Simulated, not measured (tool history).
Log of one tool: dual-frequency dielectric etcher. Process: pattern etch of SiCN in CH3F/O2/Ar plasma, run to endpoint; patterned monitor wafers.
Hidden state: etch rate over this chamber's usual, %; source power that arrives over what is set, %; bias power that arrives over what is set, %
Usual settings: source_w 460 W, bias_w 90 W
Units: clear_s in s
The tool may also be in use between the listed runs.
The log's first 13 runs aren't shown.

run	day	source_w	bias_w	wafers since the last listed run	hours since the last wet clean	hours since the last source power generator calibration	hours since the last bias power generator calibration	hours since the last upper electrode change	incoming incoming film thickness, nm	clear_s
14	9.379	460	107	153	122.0	2089.8	4369.9	3591.8	6.84	13.7
15	9.817	460	90	114	132.5	2100.3	4380.4	3602.3	6.81	15.0
# day 10.150: source power generator calibrated
16	10.367	340	77	100	145.7	5.2	4393.6	3615.5	6.74	18.2
17	10.712	390	74	90	154.0	13.5	4401.9	3623.8	6.76	17.9
# day 11.238: bias power generator calibrated
18	11.258	500	100	98	167.1	26.6	0.5	3636.9	6.83	13.9
19	11.542	460	81	73	173.9	33.4	7.3	3643.7	6.82	16.1
20	11.862	390	71	83	181.6	41.1	15.0	3651.4	6.81	18.4
# day 13.517: upper electrode replaced
21	13.538	460	99	176	221.8	81.3	55.2	0.5	6.75	14.2
22	13.550	510	82	3	222.1	81.6	55.5	0.8	6.78	15.3
23	15.312	460	90	460	264.4	123.9	97.8	43.1	6.77	14.9
24	16.062	430	97	195	282.4	141.9	115.8	61.1	6.79	14.6
25	16.588	540	90	137	295.0	154.5	128.4	73.7	6.79	14.2
26	17.121	460	90	139	307.8	167.3	141.2	86.5	6.80	14.9
27	17.483	460	100	94	316.5	176.0	149.9	95.2	6.74	14.0
28	17.783	530	72	78	323.7	183.2	157.1	102.4	6.79	16.3
29	18.454	460	96	175	339.8	199.3	173.2	118.5	6.78	14.3
30	18.958	560	90	131	351.9	211.4	185.3	130.6	6.84	14.0
31	19.254	460	111	77	359.0	218.5	192.4	137.7	6.83	13.2
32	19.992	500	110	192	376.7	236.2	210.1	155.4	6.84	13.0

Forecast run 33:
33	20.729	460	82	192	394.4	253.9	227.8	173.1	6.82	?

Run 33 gave clear_s 15.8 s.
Without the tool's hidden state the same run would have given clear_s 16.2 s.

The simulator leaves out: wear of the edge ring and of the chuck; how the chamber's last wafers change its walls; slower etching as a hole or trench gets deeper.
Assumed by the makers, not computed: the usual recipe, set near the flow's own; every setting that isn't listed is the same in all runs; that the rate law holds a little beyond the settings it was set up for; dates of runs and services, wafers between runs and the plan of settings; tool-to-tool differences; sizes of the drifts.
